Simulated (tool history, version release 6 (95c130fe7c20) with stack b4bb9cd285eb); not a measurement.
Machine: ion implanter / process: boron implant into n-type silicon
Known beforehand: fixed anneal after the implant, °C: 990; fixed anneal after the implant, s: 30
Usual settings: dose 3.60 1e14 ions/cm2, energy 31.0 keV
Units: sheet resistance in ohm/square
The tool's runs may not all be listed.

| run | hour | dose | energy | read-back reference wafer on the same gauge, sheet resistance | sheet resistance |
|---|---|---|---|---|---|
| 1 | 0.0 | 2.76 | 31.0 | 308.72 | 337.98 |
| 2 | 80.2 | 3.21 | 31.0 | 307.88 | 301.80 |
| 3 | 131.5 | 3.60 | 31.0 | 308.13 | 276.20 |
| 4 | 189.4 | 3.60 | 31.0 | 307.08 | 277.89 |
| 5 | 270.5 | 3.60 | 31.0 | 307.98 | 276.41 |
| 6 | 333.4 | 3.60 | 31.0 | 308.60 | 278.31 |
| 7 | 396.2 | 3.60 | 31.0 | 308.27 | 279.74 |
| 8 | 470.7 | 3.60 | 31.0 | 307.61 | 278.97 |
| 9 | 530.2 | 3.60 | 31.0 | 307.96 | 281.05 |
|  | 545.7 | Faraday cup replaced and dose calibrated |
|  | 570.1 | extraction supply calibrated |
| 10 | 619.0 | 4.12 | 31.0 | 308.20 | 246.04 |
| 11 | 936.7 | 3.60 | 31.0 | 308.67 | 276.13 |
| 12 | 1037.8 | 3.60 | 31.0 | 308.18 | 275.23 |
| 13 | 1085.9 | 4.61 | 41.5 | 307.33 | 220.76 |
|  | 1102.3 | gauge calibrated |
| 14 | 1149.3 | 3.14 | 34.0 | 308.00 | 303.43 |
| 15 | 1190.3 | 3.60 | 20.5 | 307.72 | 287.79 |
| 16 | 1279.9 | 3.60 | 31.0 | 308.10 | 275.32 |
| 17 | 1331.3 | 4.46 | 21.0 | 307.83 | 243.58 |
| 18 | 1383.4 | 3.60 | 27.0 | 307.95 | 280.44 |
| 19 | 1477.0 | 4.08 | 36.0 | 307.55 | 247.98 |
| 20 | 1515.4 | 4.35 | 31.0 | 308.48 | 240.07 |
| 21 | 1589.7 | 3.26 | 31.0 | 307.54 | 302.40 |
|  | 1673.8 | Faraday cup replaced and dose calibrated |
| 22 | 1681.6 | 4.01 | 35.5 | 307.87 | 249.50 |
| 23 | 1788.7 | 4.04 | 27.0 | 307.22 | 253.50 |

Alternative continuations, all from the tool just after run 23; predict every row:
| A | 1789.1 | 3.18 | 31.0 | ? | ? |
| B | 1789.1 | 4.51 | 35.5 | ? | ? |
| C | 1789.1 | 4.19 | 26.5 | ? | ? |
| D | 1789.1 | 3.60 | 28.5 | ? | ? |

| run | read-back reference wafer on the same gauge, sheet resistance | sheet resistance |
|---|---|---|
| A | 308.41 | 303.96 |
| B | 308.41 | 228.45 |
| C | 308.41 | 248.57 |
| D | 308.41 | 278.27 |
Without the tool's hidden state the same runs would have given:
| run | sheet resistance |
|---|---|
| A | 303.35 |
| B | 227.98 |
| C | 248.06 |
| D | 277.70 |
